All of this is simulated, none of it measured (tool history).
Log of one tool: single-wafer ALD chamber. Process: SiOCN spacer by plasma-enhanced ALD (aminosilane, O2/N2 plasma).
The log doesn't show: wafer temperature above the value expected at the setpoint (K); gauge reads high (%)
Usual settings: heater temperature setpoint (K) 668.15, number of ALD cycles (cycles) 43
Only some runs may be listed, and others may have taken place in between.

| run | hour | heater temperature setpoint (K) | number of ALD cycles (cycles) | wafers since the last listed run | hours since the last thermocouple change | hours since the gauge calibration | read-back reference wafer on the same gauge, thickness_nm | mean film thickness on the monitor wafer (nm) |
|---|---|---|---|---|---|---|---|---|
| 1 | 0 | 668.15 | 43 | 0 | 1795.6 | 1617.7 | 3.139 | 2.662 |
| 2 | 35.6 | 668.15 | 43 | 190 | 1831.2 | 1653.3 | 3.142 | 2.663 |
| 3 | 92.7 | 668.15 | 50 | 306 | 1888.3 | 1710.4 | 3.141 | 3.101 |
| 4 | 128.7 | 668.15 | 50 | 192 | 1924.3 | 1746.4 | 3.141 | 3.095 |
| 5 | 167.8 | 668.15 | 50 | 209 | 1963.4 | 1785.5 | 3.14 | 3.089 |
| 6 | 236.5 | 668.15 | 47 | 368 | 2032.1 | 1854.2 | 3.142 | 2.892 |
| 7 | 267 | 668.15 | 47 | 163 | 2062.6 | 1884.7 | 3.141 | 2.902 |
| 8 | 298.3 | 668.15 | 43 | 167 | 2093.9 | 1916 | 3.139 | 2.652 |
| 9 | 328.2 | 668.15 | 43 | 160 | 2123.8 | 1945.9 | 3.141 | 2.66 |
| 10 | 354.8 | 668.15 | 43 | 142 | 2150.4 | 1972.5 | 3.142 | 2.664 |
| 11 | 546.3 | 674.15 | 43 | 1026 | 2341.9 | 2164 | 3.139 | 2.652 |
|  | 583.6 | thermocouple changed; heater temperature recalibrated |
| 12 | 600.7 | 668.15 | 43 | 248 | 17.1 | 2218.4 | 3.139 | 2.657 |
| 13 | 664.5 | 679.15 | 43 | 342 | 80.9 | 2282.2 | 3.141 | 2.614 |
| 14 | 689.1 | 668.15 | 43 | 131 | 105.5 | 2306.8 | 3.139 | 2.662 |
|  | 722.1 | gauge calibrated |
| 15 | 760.6 | 668.15 | 43 | 383 | 177 | 38.5 | 3.138 | 2.666 |
| 16 | 798.6 | 668.15 | 43 | 203 | 215 | 76.5 | 3.14 | 2.663 |
| 17 | 829.1 | 668.15 | 41 | 163 | 245.5 | 107 | 3.139 | 2.537 |
| 18 | 896.5 | 668.15 | 41 | 361 | 312.9 | 174.4 | 3.141 | 2.537 |
| 19 | 966.3 | 668.15 | 43 | 374 | 382.7 | 244.2 | 3.143 | 2.661 |
| 20 | 1030.8 | 668.15 | 43 | 345 | 447.2 | 308.7 | 3.14 | 2.675 |
| 21 | 1080.1 | 672.15 | 47 | 264 | 496.5 | 358 | 3.137 | 2.912 |
| 22 | 1141.8 | 668.15 | 46 | 330 | 558.2 | 419.7 | 3.14 | 2.853 |
| 23 | 1174.1 | 673.15 | 41 | 173 | 590.5 | 452 | 3.14 | 2.537 |
| 24 | 1218 | 657.15 | 39 | 235 | 634.4 | 495.9 | 3.14 | 2.42 |
| 25 | 1289.6 | 668.15 | 43 | 383 | 706 | 567.5 | 3.141 | 2.656 |
| 26 | 1349.1 | 668.15 | 35 | 318 | 765.5 | 627 | 3.14 | 2.164 |
| 27 | 1376.9 | 663.15 | 36 | 149 | 793.3 | 654.8 | 3.14 | 2.23 |
| 28 | 1445 | 674.15 | 48 | 365 | 861.4 | 722.9 | 3.141 | 2.961 |
| 29 | 1488.2 | 668.15 | 43 | 231 | 904.6 | 766.1 | 3.141 | 2.651 |
| 30 | 1523.2 | 657.15 | 51 | 187 | 939.6 | 801.1 | 3.14 | 3.152 |
| 31 | 1586.5 | 677.15 | 39 | 339 | 1002.9 | 864.4 | 3.139 | 2.402 |
| 32 | 1626.2 | 657.15 | 51 | 212 | 1042.6 | 904.1 | 3.14 | 3.154 |
| 33 | 1689.8 | 668.15 | 51 | 340 | 1106.2 | 967.7 | 3.14 | 3.154 |
| 34 | 1755.9 | 668.15 | 43 | 354 | 1172.3 | 1033.8 | 3.139 | 2.666 |
| 35 | 1795.7 | 668.15 | 43 | 213 | 1212.1 | 1073.6 | 3.139 | 2.659 |
| 36 | 1843.2 | 656.15 | 36 | 254 | 1259.6 | 1121.1 | 3.14 | 2.238 |
| 37 | 1891.8 | 672.15 | 43 | 260 | 1308.2 | 1169.7 | 3.139 | 2.668 |

For each run, what was the tool's unlogged condition?
wafer temperature above the value expected at the setpoint (K): 0 on each run
gauge reads high (%): 0 on each run
